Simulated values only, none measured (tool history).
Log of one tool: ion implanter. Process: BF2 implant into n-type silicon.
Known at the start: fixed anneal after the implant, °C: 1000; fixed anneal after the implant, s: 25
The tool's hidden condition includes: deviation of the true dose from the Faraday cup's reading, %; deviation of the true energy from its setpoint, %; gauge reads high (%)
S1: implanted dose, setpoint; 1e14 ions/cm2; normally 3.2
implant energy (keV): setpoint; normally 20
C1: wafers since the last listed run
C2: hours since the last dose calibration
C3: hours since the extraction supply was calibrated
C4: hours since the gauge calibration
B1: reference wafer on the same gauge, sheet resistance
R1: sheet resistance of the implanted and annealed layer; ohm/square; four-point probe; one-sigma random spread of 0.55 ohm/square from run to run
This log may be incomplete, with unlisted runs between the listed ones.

Run 1, hour 0: usual settings; C1 0; C2 1947.3; C3 3801.5; C4 93.1; B1 358.02. Result: R1 357.65 ohm/square.
Run 2, hour 6.3: usual settings; C1 65; C2 1953.6; C3 3807.8; C4 99.4; B1 358.19. Result: R1 358.02 ohm/square.
Run 3, hour 20.7: usual settings; C1 149; C2 1968; C3 3822.2; C4 113.8; B1 357.9. Result: R1 356.97 ohm/square.
Run 4, hour 29.2: usual settings; C1 88; C2 1976.5; C3 3830.7; C4 122.3; B1 357.94. Result: R1 357.12 ohm/square.
Run 5, hour 47: usual settings; C1 185; C2 1994.3; C3 3848.5; C4 140.1; B1 358.06. Result: R1 357.04 ohm/square.
Run 6, hour 54: usual settings but implant energy (keV) 24; C1 72; C2 2001.3; C3 3855.5; C4 147.1; B1 358.15. Result: R1 350 ohm/square.
Run 7, hour 71.8: usual settings; C1 185; C2 2019.1; C3 3873.3; C4 164.9; B1 358.13. Result: R1 356.3 ohm/square.
Run 8, hour 78.3: usual settings; C1 67; C2 2025.6; C3 3879.8; C4 171.4; B1 358.11. Result: R1 357.29 ohm/square.
Run 9, hour 95.4: usual settings; C1 178; C2 2042.7; C3 3896.9; C4 188.5; B1 358.1. Result: R1 356.43 ohm/square.
At hour 103.6: Faraday cup replaced and dose calibrated.
Run 10, hour 107.5: usual settings; C1 42; C2 3.9; C3 3909; C4 200.6; B1 358.16. Result: R1 368.98 ohm/square.
Run 11, hour 124: usual settings but implant energy (keV) 13.5; C1 171; C2 20.4; C3 3925.5; C4 217.1; B1 357.97. Result: R1 391.07 ohm/square.
Run 12, hour 134.7: usual settings but S1 2.59 1e14 ions/cm2, implant energy (keV) 14.5; C1 111; C2 31.1; C3 3936.2; C4 227.8; B1 358.07. Result: R1 455.67 ohm/square.
At hour 140.5: gauge calibrated.
Run 13, hour 151.2: usual settings but S1 2.81 1e14 ions/cm2; C1 171; C2 47.6; C3 3952.7; C4 10.7; B1 357.79. Result: R1 409.6 ohm/square.
Run 14, hour 163.1: usual settings; C1 123; C2 59.5; C3 3964.6; C4 22.6; B1 358.09. Result: R1 369.06 ohm/square.
Run 15, hour 174.5: usual settings but S1 3.81 1e14 ions/cm2, implant energy (keV) 22.5; C1 118; C2 70.9; C3 3976; C4 34; B1 358.21. Result: R1 315.35 ohm/square.
At hour 188.5: extraction supply calibrated.
Run 16, hour 228.3: usual settings but S1 2.36 1e14 ions/cm2, implant energy (keV) 17; C1 477; C2 124.7; C3 39.8; C4 87.8; B1 358.13. Result: R1 480.6 ohm/square.

Run 17 has not been measured yet. What should we expect?
Run 17, hour 243.6: usual settings but S1 2.88 1e14 ions/cm2, implant energy (keV) 13.5; C1 159; C2 140; C3 55.1; C4 103.1; B1 ?. Result: R1 ?.

{"run 17": {"B1": 358, "R1": 422.96}}
If the tool had no hidden condition, the same run with the same run-to-run variation would have returned R1 424.57 ohm/square.

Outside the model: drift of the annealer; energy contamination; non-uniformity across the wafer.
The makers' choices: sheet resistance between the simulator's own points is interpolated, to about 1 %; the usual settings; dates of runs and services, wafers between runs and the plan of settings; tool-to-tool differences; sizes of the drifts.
